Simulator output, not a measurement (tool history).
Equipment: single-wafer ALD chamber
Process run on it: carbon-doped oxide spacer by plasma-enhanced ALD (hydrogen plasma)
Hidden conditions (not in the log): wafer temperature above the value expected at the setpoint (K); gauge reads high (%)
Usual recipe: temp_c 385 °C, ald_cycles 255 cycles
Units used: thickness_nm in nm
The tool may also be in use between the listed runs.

| run | hour | temp_c | ald_cycles | wafers since the last listed run | hours since the last thermocouple change | hours since the gauge calibration | read-back reference wafer on the same gauge, thickness_nm | thickness_nm |
|---|---|---|---|---|---|---|---|---|
| 1 | 0.0 | 389 | 255 | 0 | 2672.1 | 260.3 | 10.698 | 12.595 |
| 2 | 10.7 | 389 | 255 | 14 | 2682.8 | 271.0 | 10.697 | 12.546 |
| 3 | 27.7 | 385 | 255 | 22 | 2699.8 | 288.0 | 10.699 | 12.551 |
| 4 | 42.4 | 385 | 255 | 19 | 2714.5 | 302.7 | 10.699 | 12.501 |
| 5 | 54.7 | 385 | 255 | 16 | 2726.8 | 315.0 | 10.697 | 12.543 |
| 6 | 66.6 | 393 | 255 | 15 | 2738.7 | 326.9 | 10.700 | 12.526 |
| 7 | 77.8 | 393 | 255 | 14 | 2749.9 | 338.1 | 10.698 | 12.548 |
| 8 | 85.8 | 379 | 255 | 10 | 2757.9 | 346.1 | 10.699 | 12.531 |
| 9 | 101.9 | 385 | 255 | 21 | 2774.0 | 362.2 | 10.703 | 12.545 |
| 10 | 119.6 | 385 | 255 | 23 | 2791.7 | 379.9 | 10.697 | 12.492 |
| 11 | 130.7 | 385 | 255 | 14 | 2802.8 | 391.0 | 10.701 | 12.511 |
| 12 | 143.6 | 380 | 255 | 17 | 2815.7 | 403.9 | 10.697 | 12.601 |
| 13 | 151.3 | 380 | 255 | 10 | 2823.4 | 411.6 | 10.705 | 12.538 |
| 14 | 159.7 | 380 | 255 | 11 | 2831.8 | 420.0 | 10.702 | 12.594 |
| 15 | 177.3 | 385 | 255 | 23 | 2849.4 | 437.6 | 10.702 | 12.485 |
| 16 | 189.8 | 385 | 255 | 16 | 2861.9 | 450.1 | 10.700 | 12.582 |
| 17 | 201.8 | 385 | 255 | 15 | 2873.9 | 462.1 | 10.701 | 12.533 |
| 18 | 216.9 | 385 | 269 | 20 | 2889.0 | 477.2 | 10.698 | 13.223 |
| 19 | 232.4 | 385 | 295 | 20 | 2904.5 | 492.7 | 10.702 | 14.486 |
| 20 | 246.5 | 385 | 295 | 18 | 2918.6 | 506.8 | 10.702 | 14.509 |
| 21 | 263.4 | 385 | 255 | 22 | 2935.5 | 523.7 | 10.700 | 12.535 |
| 22 | 278.6 | 385 | 255 | 20 | 2950.7 | 538.9 | 10.698 | 12.538 |
| 23 | 287.7 | 377 | 219 | 12 | 2959.8 | 548.0 | 10.701 | 10.802 |
| 24 | 302.1 | 379 | 255 | 19 | 2974.2 | 562.4 | 10.701 | 12.535 |
| 25 | 308.2 | 385 | 255 | 8 | 2980.3 | 568.5 | 10.699 | 12.552 |
| 26 | 325.7 | 385 | 280 | 23 | 2997.8 | 586.0 | 10.698 | 13.768 |
| 27 | 370.2 | 395 | 280 | 59 | 3042.3 | 630.5 | 10.696 | 13.841 |
| 28 | 377.6 | 394 | 255 | 9 | 3049.7 | 637.9 | 10.696 | 12.570 |
|  | 380.1 | gauge calibrated |
| 29 | 384.7 | 385 | 255 | 9 | 3056.8 | 4.6 | 10.694 | 12.551 |
| 30 | 396.3 | 393 | 224 | 15 | 3068.4 | 16.2 | 10.702 | 10.966 |
| 31 | 415.2 | 385 | 278 | 25 | 3087.3 | 35.1 | 10.705 | 13.647 |
|  | 433.2 | thermocouple changed; heater temperature recalibrated |
| 32 | 433.7 | 385 | 289 | 13 | 0.5 | 53.6 | 10.704 | 14.230 |
| 33 | 434.4 | 393 | 224 | 0 | 1.2 | 54.3 | 10.699 | 11.016 |
| 34 | 442.0 | 374 | 255 | 10 | 8.8 | 61.9 | 10.696 | 12.478 |
| 35 | 449.3 | 398 | 275 | 9 | 16.1 | 69.2 | 10.699 | 13.527 |
| 36 | 462.7 | 392 | 221 | 17 | 29.5 | 82.6 | 10.698 | 10.911 |
| 37 | 475.9 | 385 | 255 | 17 | 42.7 | 95.8 | 10.695 | 12.531 |
| 38 | 489.7 | 391 | 299 | 18 | 56.5 | 109.6 | 10.696 | 14.695 |
| 39 | 507.0 | 385 | 255 | 22 | 73.8 | 126.9 | 10.699 | 12.574 |
| 40 | 518.1 | 381 | 255 | 14 | 84.9 | 138.0 | 10.697 | 12.568 |
| 41 | 549.6 | 370 | 235 | 41 | 116.4 | 169.5 | 10.698 | 11.605 |
| 42 | 559.4 | 372 | 213 | 13 | 126.2 | 179.3 | 10.699 | 10.452 |
| 43 | 574.2 | 392 | 298 | 19 | 141.0 | 194.1 | 10.703 | 14.686 |
| 44 | 589.3 | 399 | 233 | 20 | 156.1 | 209.2 | 10.696 | 11.469 |
| 45 | 602.3 | 391 | 237 | 17 | 169.1 | 222.2 | 10.698 | 11.667 |
| 46 | 620.3 | 381 | 296 | 23 | 187.1 | 240.2 | 10.701 | 14.624 |

4 ways to go on from here, each from the tool as it stands after run 46. What would each give?
| A | 621.1 | 395 | 255 | 1 | 187.9 | 241.0 | ? | ? |
| B | 621.1 | 385 | 276 | 1 | 187.9 | 241.0 | ? | ? |
| C | 621.1 | 371 | 255 | 1 | 187.9 | 241.0 | ? | ? |
| D | 621.1 | 394 | 304 | 1 | 187.9 | 241.0 | ? | ? |

| run | read-back reference wafer on the same gauge, thickness_nm | thickness_nm |
|---|---|---|
| A | 10.700 | 12.554 |
| B | 10.700 | 13.587 |
| C | 10.700 | 12.554 |
| D | 10.700 | 14.966 |
Stripped of hidden state, with their random variation kept, the same runs would have yielded:
| run | thickness_nm |
|---|---|
| A | 12.554 |
| B | 13.587 |
| C | 12.554 |
| D | 14.966 |

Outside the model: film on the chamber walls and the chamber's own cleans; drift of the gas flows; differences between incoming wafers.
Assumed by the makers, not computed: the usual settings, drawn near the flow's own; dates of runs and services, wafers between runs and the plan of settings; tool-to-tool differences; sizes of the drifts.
